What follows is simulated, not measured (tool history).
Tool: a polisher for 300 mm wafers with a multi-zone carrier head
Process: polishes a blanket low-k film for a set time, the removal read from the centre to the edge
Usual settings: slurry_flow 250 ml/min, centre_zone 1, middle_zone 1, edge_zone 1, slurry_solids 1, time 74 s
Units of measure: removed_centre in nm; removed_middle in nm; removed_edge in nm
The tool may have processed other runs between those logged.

| run | hour | slurry_flow | centre_zone | middle_zone | edge_zone | slurry_solids | time | wafers since the last listed run | wafers polished on this pad | hours since the slurry nozzle was cleaned | hours since the centre zone pressure was calibrated | hours since the edge zone pressure was calibrated | hours since the carrier head's membrane was replaced | incoming thickness of the incoming film, nm | removed_centre | removed_middle | removed_edge |
|---|---|---|---|---|---|---|---|---|---|---|---|---|---|---|---|---|---|
| 1 | 0 | 250 | 1 | 1 | 1 | 1 | 74 | 0 | 151 | 622.4 | 637.4 | 315.9 | 1052.3 | 454.6 | 35.8 | 38.4 | 37.5 |
| 2 | 18.1 | 250 | 1 | 1 | 1 | 1 | 74 | 222 | 374 | 640.5 | 655.5 | 334 | 1070.4 | 454.1 | 35.9 | 37.7 | 38.3 |
| 3 | 51.7 | 250 | 1 | 1 | 1 | 1 | 74 | 413 | 788 | 674.1 | 689.1 | 367.6 | 1104 | 449.7 | 35.3 | 38.4 | 38.5 |
| 4 | 77.5 | 250 | 1 | 1 | 1 | 1 | 74 | 317 | 1105 | 699.9 | 714.9 | 393.4 | 1129.8 | 451.7 | 35.9 | 37.8 | 38.6 |
|  | 92.9 | worn pad replaced by a new one |
| 5 | 136.7 | 250 | 1 | 1 | 1 | 1 | 74 | 679 | 539 | 759.1 | 774.1 | 452.6 | 1189 | 446.6 | 36 | 39 | 38.8 |
| 6 | 170.7 | 250 | 1 | 1 | 1 | 1 | 74 | 418 | 958 | 793.1 | 808.1 | 486.6 | 1223 | 451.3 | 35.7 | 37.8 | 38.1 |
|  | 179.7 | slurry nozzle cleaned |
| 7 | 184.6 | 250 | 1 | 1 | 1 | 1 | 74 | 158 | 1117 | 4.9 | 822 | 500.5 | 1236.9 | 453.9 | 35.9 | 38.7 | 38.4 |
|  | 196.7 | worn pad replaced by a new one |
|  | 202.5 | centre zone pressure recalibrated |
|  | 204.9 | edge zone pressure recalibrated |
| 8 | 212.2 | 250 | 0.91 | 1 | 1 | 1 | 74 | 241 | 141 | 32.5 | 9.7 | 7.3 | 1264.5 | 454.9 | 36.5 | 39.1 | 38.7 |
| 9 | 232.4 | 250 | 1.06 | 1 | 1 | 1 | 74 | 248 | 390 | 52.7 | 29.9 | 27.5 | 1284.7 | 446.9 | 41.5 | 38.5 | 37.9 |
| 10 | 261.4 | 250 | 0.93 | 1 | 0.95 | 1 | 74 | 357 | 747 | 81.7 | 58.9 | 56.5 | 1313.7 | 453.5 | 35.7 | 38.3 | 37.5 |
| 11 | 287.9 | 250 | 0.91 | 1.1 | 1 | 1 | 74 | 326 | 1074 | 108.2 | 85.4 | 83 | 1340.2 | 447.3 | 35.2 | 41.2 | 38.6 |
|  | 296.9 | worn pad replaced by a new one |
| 12 | 318.8 | 250 | 1 | 1 | 1 | 1 | 74 | 331 | 269 | 139.1 | 116.3 | 113.9 | 1371.1 | 446.3 | 38.4 | 37.4 | 38.2 |
| 13 | 339.1 | 250 | 1.11 | 1 | 1 | 1 | 74 | 250 | 519 | 159.4 | 136.6 | 134.2 | 1391.4 | 456.6 | 42.4 | 37.9 | 39 |
|  | 351.2 | carrier head's membrane replaced by a new one |
| 14 | 373.3 | 285 | 0.88 | 1 | 1 | 0.7 | 74 | 359 | 879 | 193.6 | 170.8 | 168.4 | 22.1 | 444.3 | 29.6 | 33.2 | 33.5 |
|  | 401.2 | worn pad replaced by a new one |
| 15 | 408.5 | 250 | 1 | 1 | 1 | 1 | 74 | 384 | 90 | 228.8 | 206 | 203.6 | 57.3 | 447.4 | 37.5 | 39.1 | 38.9 |
| 16 | 433 | 330 | 1 | 1 | 1 | 1 | 49 | 301 | 391 | 253.3 | 230.5 | 228.1 | 81.8 | 450 | 25.5 | 26.4 | 25.4 |
| 17 | 458.3 | 250 | 1 | 1 | 1 | 1.3 | 74 | 311 | 703 | 278.6 | 255.8 | 253.4 | 107.1 | 441.8 | 40.9 | 41.2 | 42.1 |
| 18 | 481.3 | 250 | 1 | 1.08 | 1 | 1.2 | 74 | 283 | 986 | 301.6 | 278.8 | 276.4 | 130.1 | 444.3 | 39.2 | 44.4 | 41.1 |
| 19 | 501.8 | 250 | 1 | 1 | 1 | 1 | 74 | 252 | 1239 | 322.1 | 299.3 | 296.9 | 150.6 | 457.6 | 36.6 | 38.4 | 38.6 |
|  | 510.6 | worn pad replaced by a new one |
| 20 | 525.9 | 250 | 1 | 1 | 1 | 1 | 74 | 247 | 189 | 346.2 | 323.4 | 321 | 174.7 | 448.1 | 36.6 | 39 | 38.1 |

Consider 3 possible next runs. They are alternatives, not a sequence: every one starts from the tool as it was left by run 20. What does each give?
| A | 526.3 | 335 | 1 | 1 | 1 | 1 | 74 | 4 | 194 | 346.6 | 323.8 | 321.4 | 175.1 | 444.9 | ? | ? | ? |
| B | 526.3 | 250 | 1 | 0.89 | 1 | 1 | 74 | 4 | 194 | 346.6 | 323.8 | 321.4 | 175.1 | 444.9 | ? | ? | ? |
| C | 526.3 | 250 | 1 | 1 | 0.91 | 1.2 | 74 | 4 | 194 | 346.6 | 323.8 | 321.4 | 175.1 | 444.9 | ? | ? | ? |

| run | removed_centre | removed_middle | removed_edge |
|---|---|---|---|
| A | 38 | 39.5 | 38.8 |
| B | 36.8 | 35.6 | 38 |
| C | 39.3 | 40.9 | 39 |
The same runs, with their run-to-run variation unchanged, on a tool lacking any hidden condition would have given:
| run | removed_centre | removed_middle | removed_edge |
|---|---|---|---|
| A | 40.5 | 39.5 | 38.8 |
| B | 39.2 | 35.6 | 38 |
| C | 41.9 | 40.9 | 39 |
